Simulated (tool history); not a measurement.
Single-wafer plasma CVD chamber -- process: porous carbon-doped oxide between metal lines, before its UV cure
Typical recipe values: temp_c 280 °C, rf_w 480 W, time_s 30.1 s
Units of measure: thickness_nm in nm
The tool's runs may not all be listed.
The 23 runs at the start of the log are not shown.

run	hour	temp_c	rf_w	time_s	read-back reference wafer on the same gauge, thickness_nm	thickness_nm
24	300.9	280	480	30.1	145.919	163.459
# hour 318.8: thermocouple changed; heater temperature recalibrated
25	319.3	280	550	25.1	145.951	144.072
26	326.2	280	390	33.6	145.980	168.478
27	342.6	280	480	30.1	146.126	163.963
28	351.4	280	480	31.7	146.107	171.721
29	389.4	280	400	28.2	145.996	143.454
30	398.8	280	445	30.1	145.943	159.552
31	415.0	280	405	33.5	145.962	170.265
32	425.6	280	405	33.5	146.113	169.914
33	435.7	294	435	24.2	145.959	115.810
34	449.1	280	505	31.9	146.016	176.189

Branching from run 34: 3 alternative next runs. What would each branch give?
A	449.5	280	480	30.1	?	?
B	449.5	280	540	25.6	?	?
C	449.5	280	420	26.4	?	?

run	read-back reference wafer on the same gauge, thickness_nm	thickness_nm
A	145.871	163.911
B	145.871	146.491
C	145.871	137.331
With the hidden condition removed and each run's random variation left untouched, the same runs would have given:
run	thickness_nm
A	164.203
B	146.748
C	137.612
